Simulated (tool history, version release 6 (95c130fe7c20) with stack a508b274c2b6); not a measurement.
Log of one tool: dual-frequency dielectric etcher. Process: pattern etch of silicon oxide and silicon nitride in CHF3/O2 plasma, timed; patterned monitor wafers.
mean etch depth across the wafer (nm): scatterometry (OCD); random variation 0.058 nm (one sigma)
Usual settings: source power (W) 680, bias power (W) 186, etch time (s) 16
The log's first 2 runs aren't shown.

run   hour  source power (W)  bias power (W)  etch time (s)  wafers since the last listed run  hours since the last wet clean  hours since the last source power generator calibration  hours since the last bias power generator calibration  hours since the last upper electrode change  hours since the gauge calibration  read-back reference wafer on the same gauge, depth_nm  mean etch depth across the wafer (nm)
  3   48.8               680             186             16                               226                           542.6                                                   2868.3                                                 2370.4                                       4379.4                              628.1                                                  22.91                                  21.66
      79.2  -- upper electrode replaced
  4  111.8               680             186             16                               508                           605.6                                                   2931.3                                                 2433.4                                         32.6                              691.1                                                  22.88                                  21.38
     130.4  -- source power generator calibrated
     149.7  -- wet clean of the chamber
  5  150.2               680             186             16                               195                             0.5                                                     19.8                                                 2471.8                                           71                              729.5                                                  22.93                                  21.97
  6  150.6               680             186             16                                 5                             0.9                                                     20.2                                                 2472.2                                         71.4                              729.9                                                  22.91                                  22.01
  7  174.4               680             186           14.5                               310                            24.7                                                       44                                                   2496                                         95.2                              753.7                                                  22.92                                  19.89
       179  -- bias power generator calibrated
  8  207.8               680             186             16                               383                            58.1                                                     77.4                                                   28.8                                        128.6                              787.1                                                  22.91                                  21.83
  9  226.5               680             186             16                               243                            76.8                                                     96.1                                                   47.5                                        147.3                              805.8                                                   22.9                                  21.86
 10    251               680             186             16                               319                           101.3                                                    120.6                                                     72                                        171.8                              830.3                                                   22.9                                  21.91
 11  270.3               680             186             12                               251                           120.6                                                    139.9                                                   91.3                                        191.1                              849.6                                                   22.9                                  16.37
 12  290.2               610             155           12.5                               259                           140.5                                                    159.8                                                  111.2                                          211                              869.5                                                   22.9                                  15.37
 13  325.6               680             186             16                               461                           175.9                                                    195.2                                                  146.6                                        246.4                              904.9                                                   22.9                                  21.85
 14  353.3               550             220             16                               360                           203.6                                                    222.9                                                  174.3                                        274.1                              932.6                                                   22.9                                  20.73
 15  386.8               680             186           12.5                               436                           237.1                                                    256.4                                                  207.8                                        307.6                              966.1                                                  22.93                                  17.06
 16  406.9               840             151             12                               261                           257.2                                                    276.5                                                  227.9                                        327.7                              986.2                                                   22.9                                  17.05
       438  -- gauge calibrated
 17  439.3               610             186             16                               422                           289.6                                                    308.9                                                  260.3                                        360.1                                1.3                                                  22.89                                  20.74

Forecast run 18:
 18  460.5               730             186           11.5                               276                           310.8                                                    330.1                                                  281.5                                        381.3                               22.5                                                      ?                                      ?

{"run 18": {"read-back reference wafer on the same gauge, depth_nm": 22.91, "mean etch depth across the wafer (nm)": 16.13}}
Without the tool's hidden state the same run would have given mean etch depth across the wafer (nm) 16.22.
